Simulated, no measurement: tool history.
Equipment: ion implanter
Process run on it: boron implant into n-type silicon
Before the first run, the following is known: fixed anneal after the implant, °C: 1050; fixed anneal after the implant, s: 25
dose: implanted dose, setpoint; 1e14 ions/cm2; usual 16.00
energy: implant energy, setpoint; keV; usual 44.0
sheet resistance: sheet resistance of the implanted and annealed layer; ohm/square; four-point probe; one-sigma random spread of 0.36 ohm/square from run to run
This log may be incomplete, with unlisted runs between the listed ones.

run	day	dose	energy	read-back reference wafer on the same gauge, sheet resistance	sheet resistance
1	0.000	16.00	44.0	82.86	70.33
2	1.025	16.00	44.0	82.89	70.92
3	2.458	16.00	38.0	82.93	71.15
4	3.462	16.00	38.0	82.93	70.89
5	4.117	16.00	44.0	82.97	70.95
6	5.400	16.00	44.0	82.93	71.03
7	6.396	16.00	44.0	82.92	70.86
8	7.612	12.45	44.0	82.82	87.85
9	8.783	18.21	44.0	82.89	63.38
10	10.100	18.21	44.0	82.90	63.58
11	10.662	16.00	48.0	82.94	71.23
12	11.196	16.00	48.0	82.84	71.17
13	12.142	16.00	48.0	82.85	71.12
14	13.429	19.72	55.0	82.97	58.74
15	14.662	19.72	55.0	82.92	58.16
16	15.992	17.88	37.0	82.94	65.19
17	16.854	12.32	31.0	82.89	92.69
18	17.588	19.94	32.0	82.92	60.76
19	18.592	16.00	54.5	82.92	71.36
20	19.433	16.00	44.0	82.93	72.52
21	20.517	12.37	53.0	82.94	88.78
22	21.938	16.00	44.0	82.98	72.40
23	23.183	14.41	52.0	82.84	78.29
24	23.746	20.26	51.0	82.91	58.30
25	25.108	16.00	44.0	82.92	72.63
26	26.475	14.75	29.5	82.87	77.45
27	27.954	14.44	48.5	82.86	75.72
28	29.162	16.00	33.5	82.89	71.88
29	30.646	18.46	52.0	82.90	60.93
30	31.242	18.83	35.5	82.93	61.83
31	31.992	12.52	44.0	82.85	86.70
32	32.938	16.00	44.0	82.88	69.90
33	34.258	16.00	35.5	82.99	70.66
34	35.454	16.00	44.0	82.84	69.87
35	36.762	16.00	44.0	82.86	70.41
36	37.546	14.61	32.0	82.85	77.26
37	38.188	19.10	55.0	82.85	59.02

Not shown: 3 entries that the log had between the listed runs. Between which runs, and how does the tool's hidden state differ before and after?
In the gap between runs 9 and 10: gauge calibrated (day 9.333)
  deviation of the true dose from the Faraday cup's reading, %: -2.71 -> -2.86
  what was measured, less what the result would be without the hidden state, sheet resistance: +1.52 -> +1.60 ohm/square
In the gap between runs 22 and 23: extraction supply calibrated (day 23.162)
  deviation of the true dose from the Faraday cup's reading, %: -4.35 -> -4.52
  what was measured, less what the result would be without the hidden state, sheet resistance: +2.81 -> +3.13 ohm/square
In the gap between runs 25 and 26: Faraday cup replaced and dose calibrated (day 26.346)
  deviation of the true dose from the Faraday cup's reading, %: -4.8 -> -0.353
  what was measured, less what the result would be without the hidden state, sheet resistance: +3.12 -> +0.24 ohm/square
